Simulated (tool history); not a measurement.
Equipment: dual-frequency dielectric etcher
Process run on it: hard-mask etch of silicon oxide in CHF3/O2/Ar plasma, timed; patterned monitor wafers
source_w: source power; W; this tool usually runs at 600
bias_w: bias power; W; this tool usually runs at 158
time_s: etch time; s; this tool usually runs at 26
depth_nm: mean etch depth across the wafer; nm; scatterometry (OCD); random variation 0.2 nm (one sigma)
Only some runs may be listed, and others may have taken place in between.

run	hour	source_w	bias_w	time_s	read-back reference wafer on the same gauge, depth_nm	depth_nm
1	0	600	158	26	40.85	46.12
2	0.3	600	189	26	40.81	49.33
3	10.4	600	158	26	40.75	46.34
# hour 28.1: source power generator calibrated
4	28.6	600	158	26	40.78	46.26
5	43.6	600	158	26	40.84	46.47
6	50.8	600	141	31	40.74	52.93
7	58.1	480	198	32	40.83	59.19
8	74.1	550	181	33.5	40.8	61.28
9	86.6	600	176	33	40.84	61.13
10	94.3	700	138	31.5	40.81	55.15
11	107.7	650	158	26	40.79	47.2
12	119	600	158	26	40.82	45.95
13	130.9	600	158	26	40.86	46.09
14	137.9	600	158	26	40.81	45.95
15	155.7	600	158	26	40.81	46.34
16	169.2	600	158	26	40.81	46.36
# hour 184.4: gauge calibrated
17	189.6	600	171	23.5	40.79	43.31
# hour 199.7: bias power generator calibrated
18	200.2	640	158	26	40.79	47.22
19	209.6	600	158	26	40.91	46.53
20	220.3	600	175	26	40.71	48.13
21	233.6	710	158	26	40.81	48.15
# hour 258.8: wet clean of the chamber
22	259.3	600	158	26	40.86	46.5
23	260	650	158	26	40.85	47.14
24	274	680	158	19	40.84	35.17
25	282.8	600	158	26	40.82	45.95
26	306.2	650	171	28.5	40.83	53.19
27	320.7	650	170	32.5	40.86	60.63
28	329.6	480	158	26	40.76	43.65
29	346.8	600	158	26	40.86	46.22

Alternative continuations, all from the tool just after run 29; predict every row:
A	347.2	600	145	26	?	?
B	347.2	600	120	26	?	?
C	347.2	520	174	19.5	?	?
D	347.2	600	143	31	?	?
E	347.2	640	158	29	?	?

run	read-back reference wafer on the same gauge, depth_nm	depth_nm
A	40.74	45.05
B	40.74	42
C	40.74	34.96
D	40.74	53.44
E	40.74	52.75
The same runs, with their run-to-run variation unchanged, on a tool lacking any hidden condition would have given:
run	depth_nm
A	45.05
B	42
C	34.96
D	53.44
E	52.75
